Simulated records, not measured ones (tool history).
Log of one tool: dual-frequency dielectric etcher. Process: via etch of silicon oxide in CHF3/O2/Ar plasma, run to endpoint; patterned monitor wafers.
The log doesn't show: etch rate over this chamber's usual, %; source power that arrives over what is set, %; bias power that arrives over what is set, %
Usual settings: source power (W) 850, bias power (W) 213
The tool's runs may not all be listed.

run,hour,source power (W),bias power (W),wafers since the last listed run,hours since the last wet clean,hours since the last source power generator calibration,hours since the last bias power generator calibration,hours since the last upper electrode change,"incoming incoming film thickness, nm",endpoint time (s)
1,0,940,213,0,96.4,591.7,3143.7,4277.7,464.4,184.8
2,35.2,850,213,124,131.6,626.9,3178.9,4312.9,466.6,194.1
3,100.9,850,213,232,197.3,692.6,3244.6,4378.6,464.3,195.7
4,144.1,850,213,153,240.5,735.8,3287.8,4421.8,466.3,198.4
5,172.8,850,213,101,269.2,764.5,3316.5,4450.5,466.8,199.6
6,200.7,850,213,98,297.1,792.4,3344.4,4478.4,471.9,203
7,253.6,850,213,187,350,845.3,3397.3,4531.3,467,200.6
8,322.1,850,213,242,418.5,913.8,3465.8,4599.8,469.3,200.9
9,385.3,850,213,223,481.7,977,3529,4663,469.5,205.1
# hour 410.2: wet clean of the chamber
# hour 417.9: upper electrode replaced
10,418.4,850,213,5,8.2,1010.1,3562.1,0.5,465,190.5
11,443.2,850,213,87,33,1034.9,3586.9,25.3,465.3,190.2
12,467.5,850,213,86,57.3,1059.2,3611.2,49.6,466.1,191
13,523.2,780,213,197,113,1114.9,3666.9,105.3,463.5,200.9
14,555,850,213,112,144.8,1146.7,3698.7,137.1,468.1,193.5
15,587.7,720,260,115,177.5,1179.4,3731.4,169.8,473.2,195.8
# hour 609.2: bias power generator calibrated
16,648.3,710,194,200,238.1,1240,39.1,230.4,465.8,225.9
17,714.6,650,264,234,304.4,1306.3,105.4,296.7,464.8,203.9
18,758.3,850,213,154,348.1,1350,149.1,340.4,468.8,198.7
19,827.6,920,239,245,417.4,1419.3,218.4,409.7,464.7,178.6

The next listed run, before its measurement:
# hour 835.1: source power generator calibrated
# hour 886.5: wet clean of the chamber
20,887,720,260,111,0.5,51.9,277.8,469.1,471.5,?

endpoint time (s): 191.6
Without the tool's hidden state the same run would have given endpoint time (s) 191.6.

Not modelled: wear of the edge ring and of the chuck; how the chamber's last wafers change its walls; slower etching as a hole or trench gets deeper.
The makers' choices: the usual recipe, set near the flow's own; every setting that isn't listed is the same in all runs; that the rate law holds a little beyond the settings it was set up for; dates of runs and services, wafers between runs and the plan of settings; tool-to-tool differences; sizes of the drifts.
